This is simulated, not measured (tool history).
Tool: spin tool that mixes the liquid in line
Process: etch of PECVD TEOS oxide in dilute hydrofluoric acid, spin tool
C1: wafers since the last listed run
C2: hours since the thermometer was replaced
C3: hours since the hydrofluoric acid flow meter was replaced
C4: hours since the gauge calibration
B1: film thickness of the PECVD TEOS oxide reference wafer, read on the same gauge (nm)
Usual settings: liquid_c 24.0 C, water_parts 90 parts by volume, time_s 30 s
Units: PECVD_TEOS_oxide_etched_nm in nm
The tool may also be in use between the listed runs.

{"run": 1, "day": 0.0, "liquid_c": 24.0, "water_parts": 90, "time_s": 30, "C1": 0, "C2": 202.1, "C3": 488.5, "C4": 610.7, "B1": 89.97, "PECVD_TEOS_oxide_etched_nm": 8.86}
{"run": 2, "day": 2.925, "liquid_c": 24.0, "water_parts": 90, "time_s": 30, "C1": 776, "C2": 272.3, "C3": 558.7, "C4": 680.9, "B1": 90.02, "PECVD_TEOS_oxide_etched_nm": 8.82}
{"run": 3, "day": 4.717, "liquid_c": 24.0, "water_parts": 90, "time_s": 30, "C1": 475, "C2": 315.3, "C3": 601.7, "C4": 723.9, "B1": 89.99, "PECVD_TEOS_oxide_etched_nm": 8.95}
{"run": 4, "day": 7.142, "liquid_c": 24.0, "water_parts": 125, "time_s": 30, "C1": 643, "C2": 373.5, "C3": 659.9, "C4": 782.1, "B1": 90.0, "PECVD_TEOS_oxide_etched_nm": 6.2}
{"run": 5, "day": 11.017, "liquid_c": 24.0, "water_parts": 125, "time_s": 30, "C1": 1028, "C2": 466.5, "C3": 752.9, "C4": 875.1, "B1": 89.96, "PECVD_TEOS_oxide_etched_nm": 6.24}
{"run": 6, "day": 12.992, "liquid_c": 24.0, "water_parts": 125, "time_s": 30, "C1": 524, "C2": 513.9, "C3": 800.3, "C4": 922.5, "B1": 89.99, "PECVD_TEOS_oxide_etched_nm": 6.25}
{"run": 7, "day": 14.854, "liquid_c": 24.0, "water_parts": 90, "time_s": 30, "C1": 494, "C2": 558.6, "C3": 845.0, "C4": 967.2, "B1": 90.0, "PECVD_TEOS_oxide_etched_nm": 9.06}
{"run": 8, "day": 18.279, "liquid_c": 24.0, "water_parts": 90, "time_s": 30, "C1": 909, "C2": 640.8, "C3": 927.2, "C4": 1049.4, "B1": 90.03, "PECVD_TEOS_oxide_etched_nm": 9.14}
{"run": 9, "day": 19.9, "liquid_c": 24.0, "water_parts": 90, "time_s": 30, "C1": 430, "C2": 679.7, "C3": 966.1, "C4": 1088.3, "B1": 90.03, "PECVD_TEOS_oxide_etched_nm": 9.07}
{"day": 22.908, "done": "hydrofluoric acid flow meter replaced"}
{"run": 10, "day": 23.346, "liquid_c": 24.0, "water_parts": 90, "time_s": 30, "C1": 903, "C2": 762.4, "C3": 10.5, "C4": 1171.0, "B1": 90.01, "PECVD_TEOS_oxide_etched_nm": 8.45}
{"run": 11, "day": 27.371, "liquid_c": 24.0, "water_parts": 90, "time_s": 30, "C1": 1068, "C2": 859.0, "C3": 107.1, "C4": 1267.6, "B1": 89.99, "PECVD_TEOS_oxide_etched_nm": 8.59}
{"run": 12, "day": 30.242, "liquid_c": 24.0, "water_parts": 115, "time_s": 35, "C1": 762, "C2": 927.9, "C3": 176.0, "C4": 1336.5, "B1": 90.03, "PECVD_TEOS_oxide_etched_nm": 7.76}
{"run": 13, "day": 34.196, "liquid_c": 21.5, "water_parts": 90, "time_s": 20, "C1": 1049, "C2": 1022.8, "C3": 270.9, "C4": 1431.4, "B1": 89.98, "PECVD_TEOS_oxide_etched_nm": 5.25}

The next listed run, before its measurement:
{"day": 35.112, "done": "gauge calibrated"}
{"run": 14, "day": 37.812, "liquid_c": 24.0, "water_parts": 60, "time_s": 40, "C1": 960, "C2": 1109.6, "C3": 357.7, "C4": 64.8, "B1": "?", "PECVD_TEOS_oxide_etched_nm": "?"}

{"run 14": {"B1": 89.98, "PECVD_TEOS_oxide_etched_nm": 18.13}}
Without the tool's hidden state the same run would have given PECVD_TEOS_oxide_etched_nm 17.43 nm.
